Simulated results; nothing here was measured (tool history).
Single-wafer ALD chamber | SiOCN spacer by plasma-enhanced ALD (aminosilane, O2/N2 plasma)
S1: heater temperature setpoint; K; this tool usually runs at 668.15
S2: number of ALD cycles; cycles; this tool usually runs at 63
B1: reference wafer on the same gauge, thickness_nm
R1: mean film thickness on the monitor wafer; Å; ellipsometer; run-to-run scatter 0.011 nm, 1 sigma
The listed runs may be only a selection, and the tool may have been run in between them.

{"run": 1, "hour": 0.0, "S1": 668.15, "S2": 63, "B1": 4.893, "R1": 44.2}
{"run": 2, "hour": 68.8, "S1": 677.15, "S2": 63, "B1": 4.889, "R1": 43.59}
{"run": 3, "hour": 135.1, "S1": 668.15, "S2": 63, "B1": 4.898, "R1": 44.13}
{"run": 4, "hour": 230.2, "S1": 668.15, "S2": 63, "B1": 4.892, "R1": 44.2}
{"run": 5, "hour": 310.2, "S1": 668.15, "S2": 63, "B1": 4.901, "R1": 44.35}
{"run": 6, "hour": 362.7, "S1": 668.15, "S2": 63, "B1": 4.895, "R1": 44.32}
{"run": 7, "hour": 432.0, "S1": 668.15, "S2": 63, "B1": 4.898, "R1": 44.35}
{"run": 8, "hour": 473.7, "S1": 668.15, "S2": 63, "B1": 4.891, "R1": 44.3}
{"run": 9, "hour": 525.6, "S1": 668.15, "S2": 63, "B1": 4.9, "R1": 44.05}
{"run": 10, "hour": 584.4, "S1": 675.15, "S2": 57, "B1": 4.899, "R1": 39.61}
{"run": 11, "hour": 632.7, "S1": 675.15, "S2": 57, "B1": 4.898, "R1": 39.7}
{"run": 12, "hour": 727.3, "S1": 661.15, "S2": 67, "B1": 4.901, "R1": 47.18}
{"run": 13, "hour": 811.7, "S1": 661.15, "S2": 67, "B1": 4.9, "R1": 47.09}
{"run": 14, "hour": 903.9, "S1": 668.15, "S2": 56, "B1": 4.898, "R1": 39.35}
{"run": 15, "hour": 965.8, "S1": 668.15, "S2": 56, "B1": 4.899, "R1": 39.35}
{"hour": 983.5, "done": "gauge calibrated"}
{"run": 16, "hour": 1027.3, "S1": 668.15, "S2": 63, "B1": 4.788, "R1": 43.05}
{"run": 17, "hour": 1082.7, "S1": 668.15, "S2": 63, "B1": 4.794, "R1": 43.23}
{"run": 18, "hour": 1184.6, "S1": 668.15, "S2": 63, "B1": 4.805, "R1": 43.33}
{"run": 19, "hour": 1252.2, "S1": 668.15, "S2": 53, "B1": 4.805, "R1": 36.62}
{"run": 20, "hour": 1317.0, "S1": 662.15, "S2": 75, "B1": 4.811, "R1": 51.86}
{"run": 21, "hour": 1403.0, "S1": 673.15, "S2": 51, "B1": 4.82, "R1": 35.25}
{"run": 22, "hour": 1451.9, "S1": 668.15, "S2": 63, "B1": 4.823, "R1": 43.54}
{"run": 23, "hour": 1553.1, "S1": 668.15, "S2": 63, "B1": 4.836, "R1": 43.6}
{"run": 24, "hour": 1653.8, "S1": 675.15, "S2": 73, "B1": 4.835, "R1": 50.48}
{"run": 25, "hour": 1695.1, "S1": 668.15, "S2": 63, "B1": 4.839, "R1": 43.73}
{"hour": 1707.9, "done": "thermocouple changed; heater temperature recalibrated"}
{"run": 26, "hour": 1762.1, "S1": 664.15, "S2": 63, "B1": 4.848, "R1": 43.75}
{"run": 27, "hour": 1865.6, "S1": 673.15, "S2": 51, "B1": 4.854, "R1": 35.3}
{"run": 28, "hour": 1964.3, "S1": 655.15, "S2": 55, "B1": 4.856, "R1": 38.29}
{"run": 29, "hour": 2023.0, "S1": 668.15, "S2": 63, "B1": 4.855, "R1": 43.75}
{"run": 30, "hour": 2122.8, "S1": 656.15, "S2": 59, "B1": 4.854, "R1": 41.28}

For run 31, what comes out?
{"run": 31, "hour": 2206.0, "S1": 668.15, "S2": 63, "B1": "?", "R1": "?"}

B1: 4.863
R1: 43.8 Å
Had the tool carried no hidden state, the very same run would have given R1 43.05 Å.
